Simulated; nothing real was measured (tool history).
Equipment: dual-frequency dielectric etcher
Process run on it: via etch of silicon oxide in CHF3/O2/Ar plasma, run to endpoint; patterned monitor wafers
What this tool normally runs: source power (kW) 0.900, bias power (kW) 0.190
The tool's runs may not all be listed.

run	hour	source power (kW)	bias power (kW)	wafers since the last listed run	hours since the last wet clean	hours since the last source power generator calibration	hours since the last bias power generator calibration	hours since the last upper electrode change	incoming incoming film thickness, nm	endpoint time (s)
1	0.0	0.900	0.203	0	314.6	3750.4	2344.8	3755.6	573.1	243.6
2	15.4	0.900	0.190	47	330.0	3765.8	2360.2	3771.0	567.2	247.0
3	26.2	0.980	0.156	33	340.8	3776.6	2371.0	3781.8	567.8	252.2
4	35.2	0.900	0.190	27	349.8	3785.6	2380.0	3790.8	565.7	247.4
5	45.6	0.900	0.190	31	360.2	3796.0	2390.4	3801.2	568.7	249.7
6	57.4	0.900	0.190	36	372.0	3807.8	2402.2	3813.0	571.5	250.0
7	72.7	0.900	0.190	46	387.3	3823.1	2417.5	3828.3	565.5	247.9
# hour 111.6: wet clean of the chamber
# hour 112.2: source power generator calibrated
8	112.7	0.900	0.190	47	1.1	0.5	2457.5	3868.3	572.3	236.2
9	113.1	0.900	0.190	1	1.5	0.9	2457.9	3868.7	567.3	233.9
10	116.5	0.790	0.213	10	4.9	4.3	2461.3	3872.1	573.8	239.2
11	125.9	1.070	0.224	28	14.3	13.7	2470.7	3881.5	563.7	213.0
# hour 137.0: bias power generator calibrated
# hour 150.3: upper electrode replaced
12	150.8	0.980	0.190	23	39.2	38.6	13.8	0.5	571.3	234.6
13	151.2	0.680	0.147	1	39.6	39.0	14.2	0.9	570.3	273.3
14	200.6	1.110	0.220	151	89.0	88.4	63.6	50.3	564.3	212.7

List, for all runs, the conditions of the tool that the log does not record:
source power that arrives over what is set, %: 0 across all the runs
bias power that arrives over what is set, %: 0 across all the runs
H1: etch rate over this chamber's usual, %
run	H1
1	-3.95
2	-4.12
3	-4.25
4	-4.35
5	-4.46
6	-4.6
7	-4.77
8	0.282
9	0.278
10	0.239
11	0.133
12	-0.148
13	-0.153
14	-0.711
